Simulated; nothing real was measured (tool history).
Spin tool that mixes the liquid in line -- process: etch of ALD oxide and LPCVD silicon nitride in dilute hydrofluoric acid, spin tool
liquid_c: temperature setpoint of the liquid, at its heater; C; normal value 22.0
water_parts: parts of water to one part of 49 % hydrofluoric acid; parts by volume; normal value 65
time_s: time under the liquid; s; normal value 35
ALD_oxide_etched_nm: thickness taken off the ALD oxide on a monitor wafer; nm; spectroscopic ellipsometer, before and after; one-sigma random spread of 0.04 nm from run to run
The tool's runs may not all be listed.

run	hour	liquid_c	water_parts	time_s	wafers since the last listed run	hours since the thermometer was replaced	hours since the hydrofluoric acid flow meter was replaced	hours since the gauge calibration	read-back film thickness of the ALD oxide reference wafer, read on the same gauge (nm)	ALD_oxide_etched_nm
1	0.0	22.0	65	35	0	552.9	106.4	1001.3	130.01	6.79
2	97.6	22.0	65	35	1874	650.5	204.0	1098.9	130.00	6.78
# hour 153.5: thermometer replaced
3	169.8	22.0	65	35	1367	16.3	276.2	1171.1	129.98	6.82
4	237.5	22.0	65	35	1300	84.0	343.9	1238.8	130.02	6.80
5	317.2	22.0	65	45	1531	163.7	423.6	1318.5	129.99	8.74
6	374.6	22.0	65	35	1102	221.1	481.0	1375.9	129.93	6.79
7	434.7	22.0	65	35	1154	281.2	541.1	1436.0	130.00	6.83
8	483.0	22.0	65	35	927	329.5	589.4	1484.3	130.02	6.74
9	563.6	22.0	65	35	1548	410.1	670.0	1564.9	130.04	6.77
# hour 664.0: hydrofluoric acid flow meter replaced
10	664.5	22.0	65	35	1919	511.0	0.5	1665.8	130.01	6.85
11	768.3	22.0	65	35	1994	614.8	104.3	1769.6	130.04	6.79
# hour 815.4: thermometer replaced
12	853.3	22.0	65	35	1613	37.9	189.3	1854.6	130.03	6.83
13	926.3	22.0	65	35	1402	110.9	262.3	1927.6	130.06	6.76
14	1027.5	20.5	40	45	1944	212.1	363.5	2028.8	129.98	13.71
# hour 1078.4: gauge calibrated
15	1093.7	26.0	50	30	1271	278.3	429.7	15.3	130.01	9.05
16	1158.0	17.5	80	50	1235	342.6	494.0	79.6	130.00	6.40

What will run 17 give?
17	1240.7	22.0	35	35	1588	425.3	576.7	162.3	?	?

read-back film thickness of the ALD oxide reference wafer, read on the same gauge (nm): 130.01
ALD_oxide_etched_nm: 13.20 nm
With the hidden condition absent and the run-to-run variation left alone, this run would have shown ALD_oxide_etched_nm 13.20 nm.

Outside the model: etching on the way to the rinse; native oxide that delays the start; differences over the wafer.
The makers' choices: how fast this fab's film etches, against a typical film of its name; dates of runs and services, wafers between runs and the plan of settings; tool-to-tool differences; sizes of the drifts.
